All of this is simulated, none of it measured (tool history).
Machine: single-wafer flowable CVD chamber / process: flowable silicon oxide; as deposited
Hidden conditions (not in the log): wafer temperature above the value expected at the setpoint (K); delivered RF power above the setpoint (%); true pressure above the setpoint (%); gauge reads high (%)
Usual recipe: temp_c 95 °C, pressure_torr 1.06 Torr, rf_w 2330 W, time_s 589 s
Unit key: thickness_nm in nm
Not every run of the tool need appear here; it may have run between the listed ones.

run	day	temp_c	pressure_torr	rf_w	time_s	wafers since the last listed run	hours since the last thermocouple change	hours since the last RF generator calibration	hours since the last manometer calibration	hours since the showerhead was replaced	hours since the gauge calibration	read-back reference wafer on the same gauge, thickness_nm	thickness_nm
1	0.000	95	1.06	2330	589	0	2384.0	913.0	1284.4	20.1	966.3	605.651	615.482
2	1.212	95	1.06	2330	589	136	2413.1	942.1	1313.5	49.2	995.4	604.530	608.336
3	2.183	95	1.06	2330	589	109	2436.4	965.4	1336.8	72.5	1018.7	602.807	612.276
4	3.217	95	1.06	2330	653	116	2461.2	990.2	1361.6	97.3	1043.5	601.463	673.284
# day 5.338: gauge calibrated
5	7.425	95	1.06	2330	589	474	2562.2	1091.2	1462.6	198.3	50.1	633.079	640.909
6	8.012	107	1.27	2150	589	66	2576.3	1105.3	1476.7	212.4	64.2	632.905	530.978
7	8.717	95	1.06	2330	589	79	2593.2	1122.2	1493.6	229.3	81.1	632.868	642.666
8	9.696	95	0.91	2330	544	110	2616.7	1145.7	1517.1	252.8	104.6	632.709	501.201
# day 10.567: thermocouple changed; heater temperature recalibrated
9	10.638	95	1.06	2330	589	68	1.7	1168.3	1539.7	275.4	127.2	633.291	639.238
10	12.067	95	0.92	2780	589	161	36.0	1202.6	1574.0	309.7	161.5	633.762	560.311
11	13.079	95	1.06	2330	589	114	60.3	1226.9	1598.3	334.0	185.8	633.007	642.983
12	14.417	86	1.32	2695	589	150	92.4	1259.0	1630.4	366.1	217.9	632.174	1039.504
# day 15.533: RF generator calibrated
13	15.725	95	1.06	2330	589	109	123.8	4.6	1661.8	397.5	249.3	631.230	642.463
14	16.954	95	1.06	2720	589	138	153.3	34.1	1691.3	427.0	278.8	632.002	652.933
15	18.267	95	1.06	2330	589	147	184.8	65.6	1722.8	458.5	310.3	630.847	634.490
16	19.367	95	1.06	2330	589	123	211.2	92.0	1749.2	484.9	336.7	630.700	634.710
17	20.367	110	1.06	1940	488	112	235.2	116.0	1773.2	508.9	360.7	630.373	331.756
18	21.550	101	1.06	2330	589	133	263.6	144.4	1801.6	537.3	389.1	630.141	531.840
# day 21.929: capacitance manometer re-zeroed and calibrated
19	22.292	95	0.80	2740	589	46	281.4	162.2	8.7	555.1	406.9	628.346	479.244
20	23.292	95	1.06	2330	589	112	305.4	186.2	32.7	579.1	430.9	627.900	641.346
21	23.942	95	1.15	2330	589	73	321.0	201.8	48.3	594.7	446.5	627.508	689.265
22	25.329	87	0.94	2330	589	156	354.3	235.1	81.6	628.0	479.8	627.873	701.314
23	26.742	83	1.06	1865	679	159	388.2	269.0	115.5	661.9	513.7	626.799	982.784
24	29.092	85	0.81	1905	634	264	444.6	325.4	171.9	718.3	570.1	624.824	651.370
25	30.021	95	1.24	2330	670	104	466.9	347.7	194.2	740.6	592.4	624.696	837.640
26	31.354	95	1.06	2330	589	150	498.9	379.7	226.2	772.6	624.4	623.275	630.023
27	32.800	91	1.06	2330	643	162	533.6	414.4	260.9	807.3	659.1	622.595	765.111

Hidden state or all else? Some run-to-run changes of thickness_nm, split into what the settings, what came in and random variation would give without the hidden state, and what is left for the hidden state (with any gauge scatter that isn't in both results):
Run 3 -> 4: time_s 589 -> 653. thickness_nm +61.008 nm: hidden state -4.341, all else +65.349.
Run 4 -> 5: time_s 653 -> 589, gauge calibrated. thickness_nm -32.375 nm: hidden state +34.688, all else -67.063.
Run 11 -> 12: temp_c 95 -> 86, pressure_torr 1.06 -> 1.32, rf_w 2330 -> 2695. thickness_nm +396.521 nm: hidden state +0.333, all else +396.188.
Run 12 -> 13: temp_c 86 -> 95, pressure_torr 1.32 -> 1.06, rf_w 2695 -> 2330, RF generator calibrated. thickness_nm -397.041 nm: hidden state -1.057, all else -395.984.
